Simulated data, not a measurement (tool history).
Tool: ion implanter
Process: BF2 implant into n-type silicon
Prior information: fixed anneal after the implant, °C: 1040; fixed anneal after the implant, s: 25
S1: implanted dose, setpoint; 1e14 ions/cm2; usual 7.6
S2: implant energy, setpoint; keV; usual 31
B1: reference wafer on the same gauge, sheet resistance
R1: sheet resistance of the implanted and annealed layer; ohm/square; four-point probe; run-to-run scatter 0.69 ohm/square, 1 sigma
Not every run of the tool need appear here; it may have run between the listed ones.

run   hour    S1    S2      B1      R1
  1      0   7.6    31  171.03  161.16
  2   10.5   7.6    31  170.89  162.66
  3   18.5   7.6    31  171.05  161.58
  4   33.5   7.6    31  171.17  162.14
  5   50.9   7.6    31  170.86   160.7
  6   63.6   7.6    31  170.92   160.9
  7     80   7.6    31  171.05  161.66
  8  130.9   7.6    31  171.08     162
  9  143.3   7.6    31  170.87  162.92
 10  153.1   7.6    31  171.09  160.47
 11  166.3  6.05    31  171.12   194.1
 12  181.2  6.05    31  170.84  195.64
 13  190.6  6.05    31  170.92  196.76
 14  198.6  8.61  24.5  170.91  153.85
 15  205.1  6.16  39.5  171.17  188.23
 16  222.2  9.43    35  170.91  133.05
 17  234.5   8.5    22  170.88  157.99
 18  248.2  5.55    34  171.03  207.03
 19  262.1   7.6    31  170.94  162.22
 20  271.2   7.6  27.5  170.99  164.84
 21  286.5  9.74  35.5  171.03  129.26
 22  300.4  6.07    35  170.98  192.03
 23  315.1  8.69  38.5  170.93  141.32
 24  329.7   7.6    31  170.87  161.03
 25  332.2  5.36    23     171  223.94
 26  341.6   7.6    31   170.9  162.72
 27    352   7.6  20.5  170.93  173.81
 28  358.8  8.53    41  171.02  141.24
 29  368.3  5.73    36  171.05   203.6
 30  376.2   7.6    31  171.06  162.16
 31  387.7  9.36    41  170.95  130.47
 32  394.2  8.75    26  171.07  148.14
 33  400.9   7.6    31  171.02  161.01
 34  417.1  5.73    41  170.98  200.41
 35  433.9  9.11  41.5  170.94  133.12
 36    445   7.6  40.5  170.99  156.82
 37  459.9  9.64    31  170.99  134.46
 38  468.1  9.11  41.5  171.06  133.34

Removed from this log: 3 entries logged between the listed runs. Between which two listed runs does each belong, and how does the tool's hidden state at the listed run before it compare with that at the listed run after it?
After run 16, before run 17: gauge calibrated (hour 233.8)
  nothing in the hidden state changes from one run to the other
After run 20, before run 21: extraction supply calibrated (hour 281)
  nothing in the hidden state changes from one run to the other
After run 23, before run 24: Faraday cup replaced and dose calibrated (hour 329.2)
  nothing in the hidden state changes from one run to the other
